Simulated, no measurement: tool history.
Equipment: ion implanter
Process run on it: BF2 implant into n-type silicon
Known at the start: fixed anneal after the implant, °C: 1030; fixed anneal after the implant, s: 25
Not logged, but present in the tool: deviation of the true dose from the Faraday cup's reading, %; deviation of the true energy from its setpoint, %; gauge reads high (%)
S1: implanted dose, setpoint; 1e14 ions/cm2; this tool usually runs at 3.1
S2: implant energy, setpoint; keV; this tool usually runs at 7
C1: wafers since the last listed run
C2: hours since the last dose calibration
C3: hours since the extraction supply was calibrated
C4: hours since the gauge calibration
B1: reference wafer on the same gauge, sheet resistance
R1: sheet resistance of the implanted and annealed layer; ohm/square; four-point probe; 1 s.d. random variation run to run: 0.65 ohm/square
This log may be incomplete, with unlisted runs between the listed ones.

run	hour	S1	S2	C1	C2	C3	C4	B1	R1
1	0	3.1	8	0	481.9	6615.3	308.6	455.05	421.84
2	21.5	2.44	7	406	503.4	6636.8	330.1	454.99	518.54
3	37.3	2.44	7	298	519.2	6652.6	345.9	455.13	519.8
4	51	2.44	7	259	532.9	6666.3	359.6	454.99	520.55
5	66.4	3.1	7	291	548.3	6681.7	375	455.25	434.64
6	96.3	3.1	7	565	578.2	6711.6	404.9	455.14	435.03
7	124.5	3.1	7	533	606.4	6739.8	433.1	454.89	433.94
8	157.9	3.1	7	631	639.8	6773.2	466.5	454.81	434.45
9	174.9	3.1	7	321	656.8	6790.2	483.5	454.98	435.22
10	203.4	3.1	7	538	685.3	6818.7	512	454.89	436.18
11	223.6	3.1	7	382	705.5	6838.9	532.2	455.06	435.48
12	252	3.8	7	537	733.9	6867.3	560.6	455.03	379.75
13	266.7	2.46	7	278	748.6	6882	575.3	455.04	521.07
14	293.8	2.46	7	512	775.7	6909.1	602.4	455	521.26
15	322.7	2.46	7	546	804.6	6938	631.3	454.96	521.28
# hour 363.1: Faraday cup replaced and dose calibrated
16	363.6	3.1	7	622	0.5	6978.9	672.2	454.79	430.27
17	379.4	2.25	9.5	298	16.3	6994.7	688	454.99	526.89
18	412.4	3.84	6	624	49.3	7027.7	721	454.9	388.65
# hour 416.3: gauge calibrated
19	447.6	2.65	6.5	665	84.5	7062.9	31.3	454.97	491.31
20	475.9	3.64	6	535	112.8	7091.2	59.6	455.1	402.78
21	511.2	3.94	5.5	667	148.1	7126.5	94.9	454.92	393.7
22	546.2	2.8	9	661	183.1	7161.5	129.9	455.04	444.51
23	558.4	2.71	5	230	195.3	7173.7	142.1	455.1	515.03
# hour 569.8: extraction supply calibrated
24	583.4	2.37	7	321	220.3	13.6	167.1	455	529.05
25	616.7	3.1	7	629	253.6	46.9	200.4	454.93	431.6
26	646.2	3.1	7	557	283.1	76.4	229.9	454.78	432.35
27	677.5	3.1	7	591	314.4	107.7	261.2	454.97	432.26
28	707.1	3.1	6	559	344	137.3	290.8	455	448.79
29	734.1	2.65	8	510	371	164.3	317.8	455.01	474.48
30	767.6	3.62	7	633	404.5	197.8	351.3	455.24	388.99
31	849.1	2.67	5.5	1541	486	279.3	432.8	455.03	509.79
32	875.3	3.1	7	495	512.2	305.5	459	454.99	433.97

Consider 3 possible next runs. They are alternatives, not a sequence: every one starts from the tool as it was left by run 32. What does each give?
A	875.7	3.1	7	7	512.6	305.9	459.4	?	?
B	875.7	3.1	5.5	7	512.6	305.9	459.4	?	?
C	875.7	2.21	7	7	512.6	305.9	459.4	?	?

run	B1	R1
A	455.14	434.5
B	455.14	460.43
C	455.14	564.33
Without the tool's hidden state the same runs would have given:
run	R1
A	432.4
B	458.33
C	561.17

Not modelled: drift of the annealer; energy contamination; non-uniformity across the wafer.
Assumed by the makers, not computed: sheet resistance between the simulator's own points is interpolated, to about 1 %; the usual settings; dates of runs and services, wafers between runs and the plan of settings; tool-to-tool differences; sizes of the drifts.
